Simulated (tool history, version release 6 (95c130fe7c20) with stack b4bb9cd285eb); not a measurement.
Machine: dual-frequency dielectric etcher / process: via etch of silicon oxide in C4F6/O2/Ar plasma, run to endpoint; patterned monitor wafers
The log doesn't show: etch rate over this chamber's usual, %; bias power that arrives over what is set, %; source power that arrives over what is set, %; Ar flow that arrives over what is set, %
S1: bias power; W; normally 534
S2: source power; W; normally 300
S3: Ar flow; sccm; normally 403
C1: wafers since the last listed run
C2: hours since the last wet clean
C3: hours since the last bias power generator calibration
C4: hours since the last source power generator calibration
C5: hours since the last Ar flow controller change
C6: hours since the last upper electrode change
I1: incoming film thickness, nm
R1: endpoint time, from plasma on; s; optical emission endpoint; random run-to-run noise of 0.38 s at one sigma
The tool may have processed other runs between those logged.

Run 1, hour 0.0: usual settings but S2 330 W; C1 0; C2 0.5; C3 4084.0; C4 5141.0; C5 1166.5; C6 3619.5; I1 183.1. Result: R1 43.3 s.
Run 2, hour 0.3: usual settings but S2 330 W; C1 2; C2 0.8; C3 4084.3; C4 5141.3; C5 1166.8; C6 3619.8; I1 183.5. Result: R1 43.2 s.
Run 3, hour 3.2: usual settings but S2 330 W; C1 22; C2 3.7; C3 4087.2; C4 5144.2; C5 1169.7; C6 3622.7; I1 185.7. Result: R1 43.2 s.
Run 4, hour 19.1: usual settings; C1 121; C2 19.6; C3 4103.1; C4 5160.1; C5 1185.6; C6 3638.6; I1 184.1. Result: R1 44.6 s.
Run 5, hour 25.5: usual settings; C1 48; C2 26.0; C3 4109.5; C4 5166.5; C5 1192.0; C6 3645.0; I1 182.7. Result: R1 43.5 s.
Run 6, hour 42.2: usual settings; C1 127; C2 42.7; C3 4126.2; C4 5183.2; C5 1208.7; C6 3661.7; I1 184.1. Result: R1 44.3 s.
At hour 50.6: bias power generator calibrated.
Run 7, hour 51.1: usual settings but S1 578 W; C1 37; C2 51.6; C3 0.5; C4 5192.1; C5 1217.6; C6 3670.6; I1 183.3. Result: R1 42.2 s.
At hour 69.0: source power generator calibrated.
Run 8, hour 69.5: usual settings but S1 449 W, S2 250 W, S3 449 sccm; C1 109; C2 70.0; C3 18.9; C4 0.5; C5 1236.0; C6 3689.0; I1 183.3. Result: R1 53.7 s.
Run 9, hour 77.2: usual settings but S1 432 W, S2 220 W; C1 58; C2 77.7; C3 26.6; C4 8.2; C5 1243.7; C6 3696.7; I1 182.5. Result: R1 56.6 s.
Run 10, hour 88.8: usual settings but S1 615 W; C1 88; C2 89.3; C3 38.2; C4 19.8; C5 1255.3; C6 3708.3; I1 181.3. Result: R1 40.4 s.
Run 11, hour 104.6: usual settings but S1 437 W, S2 240 W, S3 318 sccm; C1 120; C2 105.1; C3 54.0; C4 35.6; C5 1271.1; C6 3724.1; I1 184.4. Result: R1 53.7 s.
At hour 134.9: upper electrode replaced.
Run 12, hour 135.4: usual settings but S1 661 W, S3 321 sccm; C1 51; C2 135.9; C3 84.8; C4 66.4; C5 1301.9; C6 0.5; I1 182.6. Result: R1 38.0 s.
Run 13, hour 135.7: usual settings but S1 645 W, S2 220 W, S3 346 sccm; C1 2; C2 136.2; C3 85.1; C4 66.7; C5 1302.2; C6 0.8; I1 183.5. Result: R1 43.4 s.
Run 14, hour 136.0: usual settings but S1 466 W, S3 344 sccm; C1 2; C2 136.5; C3 85.4; C4 67.0; C5 1302.5; C6 1.1; I1 183.2. Result: R1 47.3 s.
Run 15, hour 144.0: usual settings but S1 596 W, S2 250 W, S3 339 sccm; C1 60; C2 144.5; C3 93.4; C4 75.0; C5 1310.5; C6 9.1; I1 182.7. Result: R1 43.4 s.
Run 16, hour 159.5: usual settings; C1 118; C2 160.0; C3 108.9; C4 90.5; C5 1326.0; C6 24.6; I1 183.7. Result: R1 44.3 s.
Run 17, hour 169.1: usual settings; C1 73; C2 169.6; C3 118.5; C4 100.1; C5 1335.6; C6 34.2; I1 185.7. Result: R1 44.3 s.
Run 18, hour 180.0: usual settings but S1 587 W, S2 330 W, S3 352 sccm; C1 83; C2 180.5; C3 129.4; C4 111.0; C5 1346.5; C6 45.1; I1 183.6. Result: R1 40.1 s.
Run 19, hour 189.6: usual settings but S2 260 W; C1 73; C2 190.1; C3 139.0; C4 120.6; C5 1356.1; C6 54.7; I1 184.3. Result: R1 45.9 s.
Run 20, hour 199.5: usual settings but S2 350 W; C1 75; C2 200.0; C3 148.9; C4 130.5; C5 1366.0; C6 64.6; I1 182.2. Result: R1 41.0 s.
Run 21, hour 212.9: usual settings; C1 102; C2 213.4; C3 162.3; C4 143.9; C5 1379.4; C6 78.0; I1 184.4. Result: R1 44.5 s.
At hour 221.1: Ar flow controller replaced.
Run 22, hour 224.0: usual settings but S1 485 W, S2 280 W; C1 38; C2 224.5; C3 173.4; C4 155.0; C5 2.9; C6 89.1; I1 181.2. Result: R1 47.6 s.
Run 23, hour 232.1: usual settings but S1 661 W, S3 321 sccm; C1 61; C2 232.6; C3 181.5; C4 163.1; C5 11.0; C6 97.2; I1 183.0. Result: R1 37.9 s.
Run 24, hour 238.5: usual settings but S1 654 W, S2 360 W, S3 450 sccm; C1 48; C2 239.0; C3 187.9; C4 169.5; C5 17.4; C6 103.6; I1 185.3. Result: R1 36.8 s.
Run 25, hour 249.0: usual settings but S3 377 sccm; C1 79; C2 249.5; C3 198.4; C4 180.0; C5 27.9; C6 114.1; I1 183.4. Result: R1 44.0 s.
Run 26, hour 273.9: usual settings but S1 620 W; C1 189; C2 274.4; C3 223.3; C4 204.9; C5 52.8; C6 139.0; I1 184.0. Result: R1 40.4 s.
Run 27, hour 282.5: usual settings but S1 485 W, S2 280 W; C1 65; C2 283.0; C3 231.9; C4 213.5; C5 61.4; C6 147.6; I1 182.3. Result: R1 46.2 s.
Run 28, hour 329.8: usual settings but S2 230 W; C1 360; C2 330.3; C3 279.2; C4 260.8; C5 108.7; C6 194.9; I1 182.9. Result: R1 48.2 s.

Here are 5 independent what-if runs from the current tool condition. What would each one return?
Run A, hour 330.2: usual settings; C1 3; C2 330.7; C3 279.6; C4 261.2; C5 109.1; C6 195.3; I1 184.5. Result: R1 ?.
Run B, hour 330.2: usual settings but S1 658 W, S2 380 W, S3 360 sccm; C1 3; C2 330.7; C3 279.6; C4 261.2; C5 109.1; C6 195.3; I1 184.5. Result: R1 ?.
Run C, hour 330.2: usual settings but S1 614 W, S3 364 sccm; C1 3; C2 330.7; C3 279.6; C4 261.2; C5 109.1; C6 195.3; I1 184.5. Result: R1 ?.
Run D, hour 330.2: usual settings but S1 620 W, S2 330 W, S3 347 sccm; C1 3; C2 330.7; C3 279.6; C4 261.2; C5 109.1; C6 195.3; I1 184.5. Result: R1 ?.
Run E, hour 330.2: usual settings but S3 345 sccm; C1 3; C2 330.7; C3 279.6; C4 261.2; C5 109.1; C6 195.3; I1 184.5. Result: R1 ?.

run    R1
  A  44.0
  B  35.3
  C  40.0
  D  38.3
  E  43.3
The same runs, with their run-to-run variation unchanged, on a tool lacking any hidden condition would have given:
run    R1
  A  45.1
  B  36.2
  C  41.1
  D  39.3
  E  44.4
